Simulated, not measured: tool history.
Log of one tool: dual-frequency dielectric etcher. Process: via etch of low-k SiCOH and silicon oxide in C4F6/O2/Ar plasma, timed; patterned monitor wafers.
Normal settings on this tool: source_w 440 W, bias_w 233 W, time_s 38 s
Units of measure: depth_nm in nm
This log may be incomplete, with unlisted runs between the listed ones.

run,hour,source_w,bias_w,time_s,wafers since the last listed run,hours since the last wet clean,hours since the last source power generator calibration,hours since the last bias power generator calibration,hours since the last upper electrode change,hours since the gauge calibration,"read-back reference wafer on the same gauge, depth_nm",depth_nm
1,0,440,233,44,0,358.8,4373.2,2541.3,3411.2,1147.4,86.2,96.6
# hour 20.5: wet clean of the chamber
2,99.2,440,233,38,895,78.7,4472.4,2640.5,3510.4,1246.6,86.2,84.9
3,162.5,440,233,38,720,142,4535.7,2703.8,3573.7,1309.9,86.1,84.2
4,242.5,440,196,38,910,222,4615.7,2783.8,3653.7,1389.9,86.2,76.2
# hour 351.1: wet clean of the chamber
5,351.6,440,205,38,968,0.5,4724.8,2892.9,3762.8,1499,86.2,79
6,396.8,440,233,38,514,45.7,4770,2938.1,3808,1544.2,86.2,84.1
# hour 453.6: source power generator calibrated
7,503.8,440,233,38,1171,152.7,50.2,3045.1,3915,1651.2,86.2,83.8
# hour 567.9: gauge calibrated
8,609.9,440,233,38,1207,258.8,156.3,3151.2,4021.1,42,86.2,83
# hour 697: bias power generator calibrated
# hour 702.4: wet clean of the chamber
9,710.2,440,276,38,1033,7.8,256.6,13.2,4121.4,142.3,86.2,93.9

Run 10 has not been measured yet. What should we expect?
10,761.6,440,233,38,584,59.2,308,64.6,4172.8,193.7,?,?

Run 10 produced read-back reference wafer on the same gauge, depth_nm 86.2, depth_nm 85.7 nm.
With no hidden state in the tool, this same run would have given depth_nm 86.2 nm.
